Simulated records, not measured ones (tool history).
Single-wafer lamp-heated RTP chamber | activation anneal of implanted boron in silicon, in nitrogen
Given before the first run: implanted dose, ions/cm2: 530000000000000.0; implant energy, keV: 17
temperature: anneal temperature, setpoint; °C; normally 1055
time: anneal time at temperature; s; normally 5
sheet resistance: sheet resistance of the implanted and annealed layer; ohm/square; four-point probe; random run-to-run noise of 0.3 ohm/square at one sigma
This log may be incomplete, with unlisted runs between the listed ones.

run    hour  temperature  time  read-back reference wafer on the same gauge, sheet resistance  sheet resistance
  1       0         1065     5                                                          212.6            197.47
  2    68.7         1065     5                                                         212.56            197.86
  3   120.6         1055     4                                                         212.52            198.47
  4   220.8         1055     5                                                         212.43            197.79
  5   279.2         1055     5                                                         212.41            197.87
  6   339.8         1055     5                                                         212.28            197.88
  7   445.2         1055     5                                                         212.26            198.23
  8   500.8         1055     5                                                         212.16            197.83
  9   555.2         1070     7                                                         212.23            196.44
 10   646.5         1070     7                                                         212.12            196.61
 11   710.1         1055     5                                                         212.11            197.76
 12   791.8         1055     5                                                         212.02            197.42
 13   851.3         1055     5                                                         211.91            197.97
 14     949         1055     5                                                         211.83            197.58
 15    1012         1055     5                                                         211.82            197.17
 16  1118.3         1055     5                                                         211.68             197.6
 17  1213.3         1055     5                                                         211.69            197.15
 18  1273.3         1082     6                                                         211.47            195.74
 19  1362.7         1030     4                                                         211.34            198.72
 20  1456.7         1055     3                                                         211.28            197.54
 21  1497.3         1063     7                                                         212.88            197.07
 22  1738.2         1044     5                                                         212.78            199.62
 23  1779.6         1055     5                                                         212.83            198.83
 24  1883.8         1031     5                                                         212.84            199.95
 25  1963.6         1055     5                                                          212.8            198.36
 26  2016.5         1084     5                                                         212.78            197.38
 27  2090.8         1072     3                                                         212.79             198.3
 28  2162.8         1055     7                                                         212.79            197.51
 29  2266.8         1079     4                                                         212.67            197.29
 30  2305.5         1040     7                                                         212.78            198.72
 31  2385.6         1070     6                                                          212.7            197.38
 32  2461.7         1084     3                                                          212.7            197.83
 33  2533.2         1026     3                                                         212.54            201.57
 34  2682.8         1055     5                                                         212.54            197.84
 35  2742.4         1074     4                                                         212.52            197.97

Removed from this log: 9 entries logged between the listed runs. Between which two listed runs does each belong, and how does the tool's hidden state at the listed run before it compare with that at the listed run after it?
Between runs 1 and 2: pyrometer window cleaned and pyrometer calibrated (hour 32.8)
  gauge reads high (%): -0.185 -> -0.204
  measured value less the no-hidden-state value, sheet resistance: -0.36 -> -0.4 ohm/square
Between runs 9 and 10: pyrometer window cleaned and pyrometer calibrated (hour 646)
  gauge reads high (%): -0.367 -> -0.403
  measured value less the no-hidden-state value, sheet resistance: -0.72 -> -0.79 ohm/square
Between runs 12 and 13: reflector plate cleaned (hour 836.3)
  gauge reads high (%): -0.464 -> -0.49
  measured value less the no-hidden-state value, sheet resistance: -0.92 -> -0.97 ohm/square
Between runs 15 and 16: pyrometer window cleaned and pyrometer calibrated (hour 1117.8)
  gauge reads high (%): -0.565 -> -0.617
  measured value less the no-hidden-state value, sheet resistance: -1.12 -> -1.23 ohm/square
Between runs 20 and 21: gauge calibrated (hour 1471.2)
  gauge reads high (%): -0.8 -> -0.0629
  measured value less the no-hidden-state value, sheet resistance: -1.59 -> -0.13 ohm/square
Between runs 21 and 22: pyrometer window cleaned and pyrometer calibrated (hour 1649.6); reflector plate cleaned (hour 1706.7)
  gauge reads high (%): -0.0629 -> -0.0704
  measured value less the no-hidden-state value, sheet resistance: -0.13 -> -0.14 ohm/square
Between runs 28 and 29: pyrometer window cleaned and pyrometer calibrated (hour 2235)
  gauge reads high (%): -0.113 -> -0.13
  measured value less the no-hidden-state value, sheet resistance: -0.23 -> -0.26 ohm/square
Between runs 33 and 34: reflector plate cleaned (hour 2601.8)
  gauge reads high (%): -0.182 -> -0.218
  measured value less the no-hidden-state value, sheet resistance: -0.37 -> -0.43 ohm/square
